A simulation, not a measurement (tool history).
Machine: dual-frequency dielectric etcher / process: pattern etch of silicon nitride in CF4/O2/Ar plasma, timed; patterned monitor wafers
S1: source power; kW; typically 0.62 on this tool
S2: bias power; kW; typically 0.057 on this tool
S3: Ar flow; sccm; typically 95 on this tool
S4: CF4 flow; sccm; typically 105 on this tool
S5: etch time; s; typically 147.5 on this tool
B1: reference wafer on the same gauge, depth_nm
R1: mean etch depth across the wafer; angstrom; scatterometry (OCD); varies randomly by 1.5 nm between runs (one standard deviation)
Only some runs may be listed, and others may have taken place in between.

Run 1, hour 0: usual settings; B1 303.9. Result: R1 3911 angstrom.
At hour 45.3: wet clean of the chamber, repeated, since the last time left the tool worse.
At hour 84: Ar flow controller replaced.
Run 2, hour 84.5: usual settings but S3 74 sccm; B1 304.1. Result: R1 3952 angstrom.
Run 3, hour 93.4: usual settings but S1 0.53 kW, S2 0.053 kW, S3 82 sccm, S5 172 s; B1 303.8. Result: R1 3898 angstrom.
Run 4, hour 126.6: usual settings but S4 124 sccm; B1 304.1. Result: R1 3820 angstrom.
Run 5, hour 148.1: usual settings but S1 0.72 kW, S3 71 sccm, S4 97 sccm, S5 121 s; B1 303.7. Result: R1 3585 angstrom.
Run 6, hour 163.4: usual settings; B1 303.9. Result: R1 3736 angstrom.
Run 7, hour 198: usual settings but S4 114 sccm, S5 116.5 s; B1 303.9. Result: R1 2966 angstrom.
Run 8, hour 223.5: usual settings but S1 0.73 kW, S3 114 sccm; B1 304. Result: R1 4037 angstrom.
Run 9, hour 243.2: usual settings but S1 0.51 kW, S2 0.046 kW; B1 303.8. Result: R1 2955 angstrom.
At hour 277.6: CF4 flow controller replaced.
Run 10, hour 278.1: usual settings but S2 0.063 kW; B1 304. Result: R1 3872 angstrom.
Run 11, hour 353.2: usual settings but S3 109 sccm, S4 86 sccm; B1 303.8. Result: R1 3492 angstrom.
Run 12, hour 387.4: usual settings; B1 304.1. Result: R1 3633 angstrom.
At hour 412.5: wet clean of the chamber.
Run 13, hour 419.7: usual settings; B1 304.2. Result: R1 3750 angstrom.
Run 14, hour 444: usual settings but S1 0.48 kW, S2 0.068 kW, S3 76 sccm, S5 104 s; B1 304.3. Result: R1 2444 angstrom.
Run 15, hour 460.4: usual settings but S5 133.5 s; B1 303.7. Result: R1 3359 angstrom.
Run 16, hour 493.6: usual settings but S1 0.5 kW, S2 0.063 kW, S3 87 sccm, S5 171 s; B1 304. Result: R1 3911 angstrom.
Run 17, hour 515.4: usual settings but S5 111 s; B1 304.1. Result: R1 2791 angstrom.
Run 18, hour 534.7: usual settings but S1 0.77 kW; B1 303.9. Result: R1 4338 angstrom.
Run 19, hour 560.7: usual settings but S1 0.74 kW, S4 87 sccm; B1 304.4. Result: R1 4132 angstrom.
Run 20, hour 591.3: usual settings but S1 0.57 kW, S3 106 sccm; B1 304. Result: R1 3413 angstrom.
Run 21, hour 611.5: usual settings but S1 0.51 kW, S3 81 sccm, S5 176.5 s; B1 304.1. Result: R1 3948 angstrom.
Run 22, hour 631.5: usual settings but S2 0.068 kW, S5 175 s; B1 303.7. Result: R1 4668 angstrom.

For some of the steps in R1 from one run to the next: how much would appear even if the tool had no hidden state, given the settings, what came in and random variation, and how much remains for the hidden state plus any gauge scatter that the measured result and the result without hidden state don't share?
What the log doesn't record here: etch rate over this chamber's usual, %; source power that arrives over what is set, %; bias power that arrives over what is set, %; Ar flow that arrives over what is set, %; CF4 flow that arrives over what is set, %; gauge reads high (%).
Run 1 -> 2: S3 95 -> 74, wet clean of the chamber, repeated, since the last time left the tool worse, Ar flow controller replaced. R1 +41 angstrom: hidden state -135, all else +176.
Run 12 -> 13: wet clean of the chamber. R1 +117 angstrom: hidden state +103, all else +14.
Run 13 -> 14: S1 0.62 -> 0.48, S2 0.057 -> 0.068, S3 95 -> 76, S5 147.5 -> 104. R1 -1306 angstrom: hidden state +1, all else -1307.
Run 17 -> 18: S1 0.62 -> 0.77, S5 111 -> 147.5. R1 +1547 angstrom: hidden state -34, all else +1581.

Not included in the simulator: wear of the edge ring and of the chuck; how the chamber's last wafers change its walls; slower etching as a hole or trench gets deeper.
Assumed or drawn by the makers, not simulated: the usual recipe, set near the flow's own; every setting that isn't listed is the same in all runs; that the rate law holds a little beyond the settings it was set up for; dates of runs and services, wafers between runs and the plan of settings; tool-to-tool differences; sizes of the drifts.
